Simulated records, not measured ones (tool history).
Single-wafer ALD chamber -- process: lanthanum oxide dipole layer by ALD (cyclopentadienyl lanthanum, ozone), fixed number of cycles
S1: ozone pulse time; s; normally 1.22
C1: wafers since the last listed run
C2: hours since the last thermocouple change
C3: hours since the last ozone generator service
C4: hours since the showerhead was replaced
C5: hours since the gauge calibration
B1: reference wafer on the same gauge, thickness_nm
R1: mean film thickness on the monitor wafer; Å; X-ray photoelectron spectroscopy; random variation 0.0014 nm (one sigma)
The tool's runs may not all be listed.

run   hour    S1   C1      C2     C3      C4     C5     B1    R1
  1      0  1.22    0  1111.5  550.8  7034.8    4.7  0.471  5.44
  2   17.1  1.46  308  1128.6  567.9  7051.9   21.8  0.471   5.8
  3   25.6  1.46  153  1137.1  576.4  7060.4   30.3  0.471  5.79
  4   36.3  1.22  193  1147.8  587.1  7071.1     41  0.472  5.38
  5   44.1  1.22  140  1155.6  594.9  7078.9   48.8  0.471  5.38
  6   55.7  1.22  209  1167.2  606.5  7090.5   60.4  0.471  5.38
  7   71.2  1.22  279  1182.7    622    7106   75.9  0.471  5.33
        93  -- thermocouple changed; heater temperature recalibrated
  8   93.5  0.84  258     0.5  644.3  7128.3   98.2  0.471  3.97
  9  106.5  1.22  234    13.5  657.3  7141.3  111.2  0.471  5.28
 10  122.1   0.8  281    29.1  672.9  7156.9  126.8  0.471  3.69
     134.6  -- ozone generator serviced
 11  153.8  1.08  427    60.8   19.2  7188.6  158.5  0.471  5.44
     192.5  -- showerhead replaced
 12  199.6  1.22  682   106.6     65     7.1  204.3  0.472  5.74
     203.8  -- gauge calibrated
 13  210.3  1.22  193   117.3   75.7    17.8    6.5   0.47  5.71
 14  226.5  1.04  292   133.5   91.9      34   22.7  0.471  5.32
 15  236.6  1.06  182   143.6    102    44.1   32.8  0.471  5.36
 16  249.9  1.57  240   156.9  115.3    57.4   46.1  0.472  6.08
 17  258.4  0.86  153   165.4  123.8    65.9   54.6  0.471  4.64

What the log doesn't show, run by run:
wafer temperature above the value expected at the setpoint (K): 0 in every run
gauge reads high (%): 0 in every run
H1: ozone dose above that of a generator just serviced (%)
run     H1
  1    -13
  2  -13.7
  3  -14.1
  4  -14.6
  5  -14.9
  6  -15.5
  7  -16.2
  8  -17.3
  9    -18
 10  -18.8
 11     -2
 12  -2.16
 13  -2.21
 14  -2.32
 15   -2.4
 16  -2.51
 17  -2.59

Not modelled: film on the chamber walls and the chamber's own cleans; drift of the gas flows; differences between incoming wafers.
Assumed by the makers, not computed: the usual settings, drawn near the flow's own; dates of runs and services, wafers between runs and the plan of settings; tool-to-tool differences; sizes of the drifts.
